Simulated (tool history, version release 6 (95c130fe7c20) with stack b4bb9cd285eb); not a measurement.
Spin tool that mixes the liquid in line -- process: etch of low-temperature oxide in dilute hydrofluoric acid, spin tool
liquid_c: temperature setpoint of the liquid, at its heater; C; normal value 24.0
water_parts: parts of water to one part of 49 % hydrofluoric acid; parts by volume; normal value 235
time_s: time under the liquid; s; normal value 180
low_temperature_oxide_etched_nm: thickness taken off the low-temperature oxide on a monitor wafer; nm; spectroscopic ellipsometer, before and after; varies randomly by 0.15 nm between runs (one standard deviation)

run   hour  liquid_c  water_parts  time_s  wafers since the last listed run  hours since the thermometer was replaced  hours since the hydrofluoric acid flow meter was replaced  hours since the gauge calibration  read-back film thickness of the low-temperature oxide reference wafer, read on the same gauge (nm)  low_temperature_oxide_etched_nm
  1    0.0      24.0          235     180                                 0                                    3087.6                                                      732.0                              161.9                                                                                              119.99                            19.29
  2   12.4      24.0          235     180                               133                                    3100.0                                                      744.4                              174.3                                                                                              120.01                            19.20
  3   22.9      24.0          235     180                               113                                    3110.5                                                      754.9                              184.8                                                                                              120.00                            19.35
  4   30.1      20.0          235     180                                77                                    3117.7                                                      762.1                              192.0                                                                                              119.98                            16.75
  5   43.7      26.0          235     180                               146                                    3131.3                                                      775.7                              205.6                                                                                              120.00                            20.70
  6   60.4      26.0          235     180                               180                                    3148.0                                                      792.4                              222.3                                                                                              119.99                            20.76
  7   76.3      26.0          235     180                               171                                    3163.9                                                      808.3                              238.2                                                                                              120.01                            20.80
  8   82.7      24.0          235     250                                69                                    3170.3                                                      814.7                              244.6                                                                                              120.00                            26.75
  9   91.6      24.0          235     250                                96                                    3179.2                                                      823.6                              253.5                                                                                              119.99                            27.14
 10  104.0      24.0          235     250                               133                                    3191.6                                                      836.0                              265.9                                                                                              120.00                            26.78
 11  118.2      24.0          235     180                               153                                    3205.8                                                      850.2                              280.1                                                                                              119.99                            19.51
 12  129.4      24.0          235     180                               121                                    3217.0                                                      861.4                              291.3                                                                                              120.03                            19.42
     138.1  -- hydrofluoric acid flow meter replaced
 13  138.6      26.5          235     180                                88                                    3226.2                                                        0.5                              300.5                                                                                              120.00                            22.92
     144.2  -- thermometer replaced
 14  154.8      24.0          280     150                               164                                      10.6                                                       16.7                              316.7                                                                                              120.00                            13.91
 15  167.8      20.5          300     130                               140                                      23.6                                                       29.7                              329.7                                                                                              119.97                             9.78
 16  184.5      25.5          235     180                               180                                      40.3                                                       46.4                              346.4                                                                                              120.00                            21.99
 17  193.3      24.0          235     275                                95                                      49.1                                                       55.2                              355.2                                                                                              120.02                            32.14
     203.5  -- gauge calibrated
 18  210.9      24.0          235     125                               190                                      66.7                                                       72.8                                7.4                                                                                              119.99                            14.77
     217.7  -- hydrofluoric acid flow meter replaced, repeated, since the last time left the tool worse
 19  227.5      24.0          235     180                               168                                      83.3                                                        9.8                               24.0                                                                                              119.99                            18.02
 20  244.4      28.0          120     180                               182                                     100.2                                                       26.7                               40.9                                                                                              120.01                            46.44
 21  260.0      24.0          235     180                               168                                     115.8                                                       42.3                               56.5                                                                                              119.99                            18.04

What does the tool deliver on the next run?
 22  295.8      24.0          125     180                               386                                     151.6                                                       78.1                               92.3                                                                                                   ?                                ?

Run 22 yielded read-back film thickness of the low-temperature oxide reference wafer, read on the same gauge (nm) 120.00, low_temperature_oxide_etched_nm 38.22 nm.
Minus the tool's unlogged condition, the same run would have read low_temperature_oxide_etched_nm 37.42 nm.
